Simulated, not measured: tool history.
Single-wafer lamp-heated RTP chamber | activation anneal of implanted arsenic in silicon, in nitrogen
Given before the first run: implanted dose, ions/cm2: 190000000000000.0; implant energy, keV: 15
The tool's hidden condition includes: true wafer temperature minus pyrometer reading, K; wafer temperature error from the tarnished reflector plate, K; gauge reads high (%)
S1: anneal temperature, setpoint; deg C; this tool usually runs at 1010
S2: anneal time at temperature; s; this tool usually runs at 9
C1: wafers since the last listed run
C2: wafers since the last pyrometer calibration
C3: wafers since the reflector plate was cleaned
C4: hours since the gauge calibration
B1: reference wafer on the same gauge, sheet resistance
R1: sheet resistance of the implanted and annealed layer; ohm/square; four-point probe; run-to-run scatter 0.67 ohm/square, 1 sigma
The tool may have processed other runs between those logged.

run 1 hour=0 | S1=1010 S2=12 | C1=0 C2=2058 C3=7744 C4=47.3 | B1=455.69 | R1=446.92
run 2 hour=18.3 | S1=1010 S2=12 | C1=165 C2=2224 C3=7910 C4=65.6 | B1=456 | R1=448.04
run 3 hour=34.9 | S1=1010 S2=12 | C1=149 C2=2373 C3=8059 C4=82.2 | B1=456.51 | R1=448.66
run 4 hour=47.2 | S1=1010 S2=9 | C1=111 C2=2484 C3=8170 C4=94.5 | B1=456.88 | R1=450.15
run 5 hour=61.3 | S1=1010 S2=9 | C1=127 C2=2612 C3=8298 C4=108.6 | B1=457.12 | R1=451
run 6 hour=72.5 | S1=1010 S2=9 | C1=101 C2=2713 C3=8399 C4=119.8 | B1=457.28 | R1=451.22
run 7 hour=82.1 | S1=1032 S2=9 | C1=86 C2=2800 C3=8485 C4=129.4 | B1=457.52 | R1=449.2
run 8 hour=96.8 | S1=1032 S2=9 | C1=132 C2=2932 C3=8618 C4=144.1 | B1=457.61 | R1=448.21
run 9 hour=104.2 | S1=1032 S2=9 | C1=66 C2=2999 C3=8685 C4=151.5 | B1=457.97 | R1=448.55
-- hour=113.8 pyrometer window cleaned and pyrometer calibrated
run 10 hour=116.6 | S1=1010 S2=9 | C1=39 C2=25 C3=8725 C4=163.9 | B1=457.88 | R1=452.29
run 11 hour=130.1 | S1=1010 S2=5 | C1=121 C2=147 C3=8847 C4=177.4 | B1=458.08 | R1=453.25
run 12 hour=140.1 | S1=1010 S2=5 | C1=90 C2=237 C3=8937 C4=187.4 | B1=458.07 | R1=453.79
run 13 hour=154.6 | S1=1010 S2=5 | C1=130 C2=368 C3=9068 C4=201.9 | B1=458.1 | R1=453.2
-- hour=163.3 reflector plate cleaned
run 14 hour=169.5 | S1=1010 S2=12 | C1=62 C2=430 C3=55 C4=216.8 | B1=458.39 | R1=450.27
run 15 hour=176.5 | S1=1010 S2=9 | C1=63 C2=493 C3=118 C4=223.8 | B1=458.04 | R1=451.16
run 16 hour=185.3 | S1=997 S2=9 | C1=79 C2=573 C3=198 C4=232.6 | B1=458.28 | R1=451.33
run 17 hour=193.4 | S1=1010 S2=13 | C1=73 C2=646 C3=271 C4=240.7 | B1=458.34 | R1=448.49
run 18 hour=202.6 | S1=1010 S2=11 | C1=83 C2=729 C3=354 C4=249.9 | B1=458.49 | R1=451.24
run 19 hour=216 | S1=1029 S2=9 | C1=120 C2=850 C3=475 C4=263.3 | B1=458.48 | R1=449.99
-- hour=221.2 gauge calibrated
run 20 hour=227.8 | S1=1032 S2=13 | C1=106 C2=957 C3=581 C4=6.6 | B1=452.98 | R1=440.64
run 21 hour=237.6 | S1=1010 S2=9 | C1=88 C2=1045 C3=670 C4=16.4 | B1=453.23 | R1=446.05
run 22 hour=253 | S1=1039 S2=12 | C1=139 C2=1184 C3=809 C4=31.8 | B1=453.94 | R1=442.93
run 23 hour=263.7 | S1=1030 S2=5 | C1=96 C2=1281 C3=906 C4=42.5 | B1=454.15 | R1=448.39
run 24 hour=270.1 | S1=1019 S2=14 | C1=57 C2=1338 C3=963 C4=48.9 | B1=454.53 | R1=443.7
run 25 hour=286.8 | S1=1023 S2=14 | C1=150 C2=1489 C3=1114 C4=65.6 | B1=455.16 | R1=443.87
run 26 hour=300.5 | S1=1030 S2=12 | C1=123 C2=1613 C3=1238 C4=79.3 | B1=455.52 | R1=443.41
run 27 hour=315.8 | S1=1025 S2=5 | C1=138 C2=1751 C3=1376 C4=94.6 | B1=455.73 | R1=450.43

For each run, what was the tool's unlogged condition?
true wafer temperature minus pyrometer reading, K: 0 at every run
wafer temperature error from the tarnished reflector plate, K: 0 at every run
H1: gauge reads high (%)
run=1 H1=0.598
run=2 H1=0.718
run=3 H1=0.808
run=4 H1=0.866
run=5 H1=0.923
run=6 H1=0.963
run=7 H1=0.993
run=8 H1=1.03
run=9 H1=1.05
run=10 H1=1.08
run=11 H1=1.11
run=12 H1=1.12
run=13 H1=1.15
run=14 H1=1.17
run=15 H1=1.17
run=16 H1=1.18
run=17 H1=1.19
run=18 H1=1.2
run=19 H1=1.21
run=20 H1=-0.0264
run=21 H1=0.0762
run=22 H1=0.217
run=23 H1=0.303
run=24 H1=0.35
run=25 H1=0.458
run=26 H1=0.534
run=27 H1=0.606
